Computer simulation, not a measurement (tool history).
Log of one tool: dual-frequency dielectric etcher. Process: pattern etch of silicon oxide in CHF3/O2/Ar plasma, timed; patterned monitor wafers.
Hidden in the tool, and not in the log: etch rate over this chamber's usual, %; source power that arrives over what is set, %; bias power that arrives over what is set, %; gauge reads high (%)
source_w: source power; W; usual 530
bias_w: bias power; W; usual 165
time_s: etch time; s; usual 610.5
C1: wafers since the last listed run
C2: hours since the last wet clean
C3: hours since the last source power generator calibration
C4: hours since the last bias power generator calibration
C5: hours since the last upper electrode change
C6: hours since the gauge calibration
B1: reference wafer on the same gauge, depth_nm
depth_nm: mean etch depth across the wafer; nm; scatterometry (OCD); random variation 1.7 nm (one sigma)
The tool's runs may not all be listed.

run 1 hour=0.0 | source_w=530 bias_w=195 time_s=731.0 | C1=0 C2=305.5 C3=1890.5 C4=4566.2 C5=4401.7 C6=81.5 | B1=1229.0 | depth_nm=1433.9
run 2 hour=12.0 | source_w=530 bias_w=195 time_s=731.0 | C1=34 C2=317.5 C3=1902.5 C4=4578.2 C5=4413.7 C6=93.5 | B1=1230.5 | depth_nm=1435.4
run 3 hour=23.5 | source_w=530 bias_w=165 time_s=610.5 | C1=32 C2=329.0 C3=1914.0 C4=4589.7 C5=4425.2 C6=105.0 | B1=1230.4 | depth_nm=1144.9
run 4 hour=36.0 | source_w=530 bias_w=165 time_s=659.5 | C1=35 C2=341.5 C3=1926.5 C4=4602.2 C5=4437.7 C6=117.5 | B1=1230.2 | depth_nm=1235.7
run 5 hour=50.2 | source_w=560 bias_w=165 time_s=687.5 | C1=40 C2=355.7 C3=1940.7 C4=4616.4 C5=4451.9 C6=131.7 | B1=1229.7 | depth_nm=1309.1
run 6 hour=64.5 | source_w=560 bias_w=165 time_s=687.5 | C1=40 C2=370.0 C3=1955.0 C4=4630.7 C5=4466.2 C6=146.0 | B1=1229.6 | depth_nm=1305.3
run 7 hour=76.3 | source_w=530 bias_w=165 time_s=693.5 | C1=33 C2=381.8 C3=1966.8 C4=4642.5 C5=4478.0 C6=157.8 | B1=1230.1 | depth_nm=1299.8
run 8 hour=85.9 | source_w=530 bias_w=165 time_s=610.5 | C1=27 C2=391.4 C3=1976.4 C4=4652.1 C5=4487.6 C6=167.4 | B1=1229.8 | depth_nm=1142.3
run 9 hour=101.9 | source_w=440 bias_w=165 time_s=610.5 | C1=45 C2=407.4 C3=1992.4 C4=4668.1 C5=4503.6 C6=183.4 | B1=1229.9 | depth_nm=1082.8
run 10 hour=117.6 | source_w=440 bias_w=165 time_s=610.5 | C1=44 C2=423.1 C3=2008.1 C4=4683.8 C5=4519.3 C6=199.1 | B1=1231.1 | depth_nm=1082.3
run 11 hour=131.4 | source_w=530 bias_w=151 time_s=610.5 | C1=39 C2=436.9 C3=2021.9 C4=4697.6 C5=4533.1 C6=212.9 | B1=1230.0 | depth_nm=1109.7
-- hour=134.3 gauge calibrated
-- hour=160.3 bias power generator calibrated
-- hour=166.5 upper electrode replaced
run 12 hour=167.0 | source_w=530 bias_w=165 time_s=474.5 | C1=72 C2=472.5 C3=2057.5 C4=6.7 C5=0.5 C6=32.7 | B1=1229.9 | depth_nm=885.6
run 13 hour=167.5 | source_w=530 bias_w=165 time_s=610.5 | C1=1 C2=473.0 C3=2058.0 C4=7.2 C5=1.0 C6=33.2 | B1=1230.3 | depth_nm=1132.6
run 14 hour=168.0 | source_w=530 bias_w=165 time_s=610.5 | C1=1 C2=473.5 C3=2058.5 C4=7.7 C5=1.5 C6=33.7 | B1=1229.9 | depth_nm=1136.6
run 15 hour=173.0 | source_w=530 bias_w=165 time_s=610.5 | C1=14 C2=478.5 C3=2063.5 C4=12.7 C5=6.5 C6=38.7 | B1=1230.4 | depth_nm=1135.9
run 16 hour=182.1 | source_w=440 bias_w=178 time_s=610.5 | C1=25 C2=487.6 C3=2072.6 C4=21.8 C5=15.6 C6=47.8 | B1=1229.2 | depth_nm=1098.8
run 17 hour=188.9 | source_w=610 bias_w=165 time_s=610.5 | C1=19 C2=494.4 C3=2079.4 C4=28.6 C5=22.4 C6=54.6 | B1=1230.0 | depth_nm=1181.8
run 18 hour=195.1 | source_w=530 bias_w=165 time_s=610.5 | C1=17 C2=500.6 C3=2085.6 C4=34.8 C5=28.6 C6=60.8 | B1=1230.0 | depth_nm=1135.3
-- hour=201.9 source power generator calibrated
run 19 hour=211.0 | source_w=430 bias_w=165 time_s=610.5 | C1=33 C2=516.5 C3=9.1 C4=50.7 C5=44.5 C6=76.7 | B1=1230.5 | depth_nm=1068.5
-- hour=235.5 wet clean of the chamber
run 20 hour=236.0 | source_w=600 bias_w=194 time_s=534.5 | C1=2 C2=0.5 C3=34.1 C4=75.7 C5=69.5 C6=101.7 | B1=1230.3 | depth_nm=1097.1
run 21 hour=250.2 | source_w=590 bias_w=165 time_s=441.0 | C1=40 C2=14.7 C3=48.3 C4=89.9 C5=83.7 C6=115.9 | B1=1229.8 | depth_nm=860.0
run 22 hour=256.8 | source_w=530 bias_w=165 time_s=482.5 | C1=18 C2=21.3 C3=54.9 C4=96.5 C5=90.3 C6=122.5 | B1=1229.8 | depth_nm=912.5
run 23 hour=267.7 | source_w=650 bias_w=165 time_s=610.5 | C1=30 C2=32.2 C3=65.8 C4=107.4 C5=101.2 C6=133.4 | B1=1230.8 | depth_nm=1225.6
run 24 hour=284.2 | source_w=530 bias_w=165 time_s=610.5 | C1=46 C2=48.7 C3=82.3 C4=123.9 C5=117.7 C6=149.9 | B1=1229.7 | depth_nm=1149.1
run 25 hour=300.3 | source_w=530 bias_w=179 time_s=784.5 | C1=45 C2=64.8 C3=98.4 C4=140.0 C5=133.8 C6=166.0 | B1=1229.8 | depth_nm=1514.4
-- hour=314.9 gauge calibrated
run 26 hour=316.1 | source_w=530 bias_w=165 time_s=610.5 | C1=44 C2=80.6 C3=114.2 C4=155.8 C5=149.6 C6=1.2 | B1=1230.4 | depth_nm=1150.8
run 27 hour=323.0 | source_w=470 bias_w=130 time_s=437.0 | C1=19 C2=87.5 C3=121.1 C4=162.7 C5=156.5 C6=8.1 | B1=1229.7 | depth_nm=750.3
run 28 hour=340.7 | source_w=530 bias_w=187 time_s=521.0 | C1=50 C2=105.2 C3=138.8 C4=180.4 C5=174.2 C6=25.8 | B1=1231.1 | depth_nm=1012.5
run 29 hour=351.0 | source_w=530 bias_w=192 time_s=610.5 | C1=29 C2=115.5 C3=149.1 C4=190.7 C5=184.5 C6=36.1 | B1=1230.1 | depth_nm=1195.2

Forecast each of these 4 alternatives for the next run:
run A hour=351.6 | source_w=480 bias_w=165 time_s=610.5 | C1=1 C2=116.1 C3=149.7 C4=191.3 C5=185.1 C6=36.7 | B1=? | depth_nm=?
run B hour=351.6 | source_w=530 bias_w=131 time_s=610.5 | C1=1 C2=116.1 C3=149.7 C4=191.3 C5=185.1 C6=36.7 | B1=? | depth_nm=?
run C hour=351.6 | source_w=530 bias_w=204 time_s=610.5 | C1=1 C2=116.1 C3=149.7 C4=191.3 C5=185.1 C6=36.7 | B1=? | depth_nm=?
run D hour=351.6 | source_w=530 bias_w=165 time_s=541.5 | C1=1 C2=116.1 C3=149.7 C4=191.3 C5=185.1 C6=36.7 | B1=? | depth_nm=?

run=A B1=1230.4 depth_nm=1116.6
run=B B1=1230.4 depth_nm=1085.8
run=C B1=1230.4 depth_nm=1215.5
run=D B1=1230.4 depth_nm=1018.9
Without the tool's hidden state the same runs would have given:
run=A depth_nm=1126.5
run=B depth_nm=1095.4
run=C depth_nm=1226.3
run=D depth_nm=1027.9

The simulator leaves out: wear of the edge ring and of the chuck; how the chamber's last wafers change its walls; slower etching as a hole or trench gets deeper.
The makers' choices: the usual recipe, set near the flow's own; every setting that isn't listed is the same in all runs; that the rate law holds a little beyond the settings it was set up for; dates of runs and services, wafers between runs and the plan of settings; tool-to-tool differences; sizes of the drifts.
